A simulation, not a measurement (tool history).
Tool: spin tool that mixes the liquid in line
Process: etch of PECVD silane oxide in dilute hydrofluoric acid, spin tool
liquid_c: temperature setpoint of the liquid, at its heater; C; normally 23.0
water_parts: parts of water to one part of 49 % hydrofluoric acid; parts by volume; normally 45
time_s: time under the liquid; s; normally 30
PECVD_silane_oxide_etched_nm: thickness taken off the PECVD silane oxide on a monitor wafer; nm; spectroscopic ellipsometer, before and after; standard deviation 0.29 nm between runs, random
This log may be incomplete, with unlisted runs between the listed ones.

run,hour,liquid_c,water_parts,time_s,"read-back film thickness of the PECVD silane oxide reference wafer, read on the same gauge (nm)",PECVD_silane_oxide_etched_nm
1,0.0,23.0,45,30,50.01,33.37
2,13.8,23.0,45,30,50.02,33.05
3,26.0,25.5,45,30,50.01,36.73
4,42.6,25.5,45,30,50.01,36.41
5,50.8,23.0,45,40,50.00,43.23
6,64.9,23.0,45,20,50.02,21.91
# hour 69.4: gauge calibrated
# hour 78.0: thermometer replaced
7,82.7,23.0,45,20,49.96,22.18
8,91.4,20.0,45,30,50.03,29.30
9,98.4,21.5,50,35,50.02,32.65
10,108.5,26.0,60,15,50.01,13.76
11,120.9,23.0,65,15,50.03,11.17
# hour 133.9: hydrofluoric acid flow meter replaced
12,145.7,23.0,45,30,49.98,33.36
13,159.8,26.0,55,40,50.03,40.54
14,176.0,24.5,55,20,49.97,18.77

List, for all runs, the conditions of the tool that the log does not record:
liquid colder than its thermometer reads (K): 0 in every run
hydrofluoric acid flow above the setpoint (%): 0 in every run
gauge reads high (%): 0 in every run
